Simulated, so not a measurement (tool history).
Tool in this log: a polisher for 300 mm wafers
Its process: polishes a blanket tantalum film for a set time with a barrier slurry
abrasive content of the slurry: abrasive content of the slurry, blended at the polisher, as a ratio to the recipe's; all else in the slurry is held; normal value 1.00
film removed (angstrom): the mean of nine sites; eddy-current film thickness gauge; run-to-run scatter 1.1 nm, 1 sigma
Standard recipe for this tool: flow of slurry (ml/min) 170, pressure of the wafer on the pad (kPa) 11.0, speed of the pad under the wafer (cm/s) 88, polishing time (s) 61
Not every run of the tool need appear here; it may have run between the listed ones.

run    hour  flow of slurry (ml/min)  pressure of the wafer on the pad (kPa)  speed of the pad under the wafer (cm/s)  abrasive content of the slurry  polishing time (s)  incoming thickness of the incoming film, nm  film removed (angstrom)
  1     0.0                      170                                    11.0                                       98                            1.00                  61                                        388.2                      946
  2    49.8                      170                                    11.0                                       88                            1.00                  61                                        390.2                      865
  3    74.6                      170                                    11.0                                       88                            1.00                  61                                        396.9                      874
       77.2  -- slurry nozzle cleaned
  4   138.9                      170                                    11.0                                       88                            1.00                  61                                        392.3                      864
  5   170.8                      170                                    11.0                                       88                            1.00                  61                                        390.1                      844
  6   206.8                      170                                    11.0                                      112                            1.00                  61                                        388.5                     1035
      236.8  -- slurry blender recalibrated
  7   268.6                      170                                    11.0                                      112                            1.00                  61                                        397.3                     1126
      288.7  -- head pressure recalibrated
      317.4  -- worn pad replaced by a new one
  8   329.8                      155                                    11.0                                       88                            1.00                  61                                        386.9                      830
  9   366.9                      170                                    11.0                                       88                            1.00                  61                                        387.7                      818
 10   416.3                      170                                    11.0                                       88                            1.00                  61                                        383.5                      822
 11   463.1                      195                                    11.0                                      106                            1.25                  61                                        387.4                     1040
 12   495.0                      170                                    11.0                                      112                            1.00                  61                                        387.5                     1006
      530.3  -- slurry nozzle cleaned
 13   545.5                      170                                    11.0                                      106                            0.80                  72                                        389.6                     1039
      560.3  -- slurry blender recalibrated
 14   592.7                      170                                     7.6                                       64                            1.25                  78                                        388.6                      579
 15   657.7                      170                                     7.6                                       88                            0.75                  47                                        386.8                      397
 16   690.3                      170                                    11.0                                      106                            1.00                  61                                        394.9                      988
      711.1  -- worn pad replaced by a new one
 17   747.3                      220                                    11.0                                      118                            1.00                  61                                        396.1                     1136
 18   795.1                      120                                     9.0                                       88                            1.30                  61                                        390.4                      676
 19   838.8                      170                                    11.0                                       88                            1.00                  41                                        390.5                      553
      910.7  -- slurry blender recalibrated
 20   911.2                      170                                    11.0                                       88                            1.15                  61                                        383.4                      888
 21   973.9                      170                                    11.0                                       88                            0.80                  76                                        388.7                     1008
 22  1016.7                      215                                    11.0                                       88                            0.85                  45                                        392.1                      630
 23  1057.5                      130                                    13.1                                       88                            1.00                  61                                        398.2                      998
     1072.0  -- worn pad replaced by a new one
 24  1109.8                      170                                    11.0                                       88                            1.00                  61                                        384.8                      864
     1124.8  -- slurry nozzle cleaned
 25  1176.9                      170                                    11.0                                       60                            0.90                  74                                        390.5                      709
 26  1223.9                      170                                    11.0                                       96                            1.00                  70                                        383.4                     1031
     1236.7  -- slurry blender recalibrated
 27  1256.8                      170                                    11.0                                       88                            1.00                  61                                        386.1                      897
 28  1295.0                      170                                    11.0                                       88                            1.00                  61                                        394.8                      898
 29  1334.4                      170                                    11.0                                       88                            1.00                  46                                        388.7                      676

Selected run-to-run steps in film removed (angstrom), each split into two signed amounts: the part the tool would show with no hidden state at all (from settings, incoming material and random variation), and the remainder, which goes to the hidden state together with any gauge scatter not common to the measured and the hidden-state-free results:
Unlogged tool condition in this case: removal rate lost through wear of the pad, %; slurry flow missing at the pad, %; deviation of the head's pressure from its setpoint, %; abrasive missing from the slurry, %.
Run 7 -> 8: flow of slurry (ml/min) 170 -> 155, speed of the pad under the wafer (cm/s) 112 -> 88, head pressure recalibrated, worn pad replaced by a new one. film removed (angstrom) -296: hidden state -85, all else -211.
Run 13 -> 14: pressure of the wafer on the pad (kPa) 11.0 -> 7.6, speed of the pad under the wafer (cm/s) 106 -> 64, abrasive content of the slurry 0.80 -> 1.25, polishing time (s) 72 -> 78, slurry blender recalibrated. film removed (angstrom) -460: hidden state +83, all else -543.
Run 15 -> 16: pressure of the wafer on the pad (kPa) 7.6 -> 11.0, speed of the pad under the wafer (cm/s) 88 -> 106, abrasive content of the slurry 0.75 -> 1.00, polishing time (s) 47 -> 61. film removed (angstrom) +591: hidden state -9, all else +600.
